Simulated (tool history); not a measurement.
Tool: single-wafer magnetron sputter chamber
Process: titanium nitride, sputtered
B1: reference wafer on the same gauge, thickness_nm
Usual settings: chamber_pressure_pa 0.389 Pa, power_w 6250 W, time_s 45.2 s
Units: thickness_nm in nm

Run 1, day 0.000: usual settings; B1 51.265. Result: thickness_nm 54.242 nm.
Run 2, day 2.154: usual settings; B1 51.182. Result: thickness_nm 54.112 nm.
Run 3, day 3.958: usual settings; B1 51.200. Result: thickness_nm 53.903 nm.
Run 4, day 5.158: usual settings; B1 51.226. Result: thickness_nm 54.311 nm.
At day 6.183: sputter target and shields replaced.
Run 5, day 7.050: usual settings; B1 51.226. Result: thickness_nm 54.387 nm.
Run 6, day 8.771: usual settings but time_s 48.4 s; B1 51.292. Result: thickness_nm 58.223 nm.
Run 7, day 10.771: usual settings but time_s 48.4 s; B1 51.179. Result: thickness_nm 58.184 nm.
Run 8, day 13.317: usual settings; B1 51.112. Result: thickness_nm 54.655 nm.
Run 9, day 15.017: usual settings but chamber_pressure_pa 0.326 Pa, power_w 7350 W; B1 51.279. Result: thickness_nm 66.754 nm.
At day 16.375: sputter target and shields replaced.
Run 10, day 16.521: usual settings but chamber_pressure_pa 0.326 Pa, power_w 7350 W; B1 51.203. Result: thickness_nm 66.377 nm.
Run 11, day 19.262: usual settings but chamber_pressure_pa 0.483 Pa, power_w 7800 W, time_s 49.2 s; B1 51.196. Result: thickness_nm 70.871 nm.
Run 12, day 21.638: usual settings but chamber_pressure_pa 0.343 Pa; B1 51.223. Result: thickness_nm 56.104 nm.
Run 13, day 23.938: usual settings; B1 51.275. Result: thickness_nm 55.205 nm.
Run 14, day 25.500: usual settings; B1 51.239. Result: thickness_nm 55.182 nm.
Run 15, day 27.054: usual settings but chamber_pressure_pa 0.484 Pa; B1 51.159. Result: thickness_nm 52.529 nm.
At day 28.496: sputter target and shields replaced.
At day 29.962: magnet pack replaced.
Run 16, day 33.017: usual settings; B1 51.255. Result: thickness_nm 55.699 nm.
At day 34.562: capacitance manometer re-zeroed and calibrated.
Run 17, day 34.575: usual settings but chamber_pressure_pa 0.249 Pa, power_w 5050 W; B1 51.290. Result: thickness_nm 47.161 nm.
At day 34.579: gauge calibrated.
At day 40.325: sputter target and shields replaced.
Run 18, day 40.575: usual settings but power_w 4700 W; B1 51.215. Result: thickness_nm 40.619 nm.
Run 19, day 43.092: usual settings; B1 51.297. Result: thickness_nm 53.965 nm.
Run 20, day 46.038: usual settings but chamber_pressure_pa 0.475 Pa, time_s 41.2 s; B1 51.183. Result: thickness_nm 46.700 nm.

The same runs without the tool's hidden state, with the same run-to-run variation:
The hidden state here: deposition rate above that of a new target (%); true argon pressure above the setpoint (%); gauge reads high (%).
run  thickness_nm
  1        53.585
  2        53.385
  3        53.119
  4        53.481
  5        53.493
  6        57.205
  7        57.095
  8        53.547
  9        65.707
 10        65.291
 11        68.539
 12        54.955
 13        53.729
 14        53.654
 15        50.453
 16        53.903
 17        47.134
 18        40.412
 19        53.605
 20        46.167
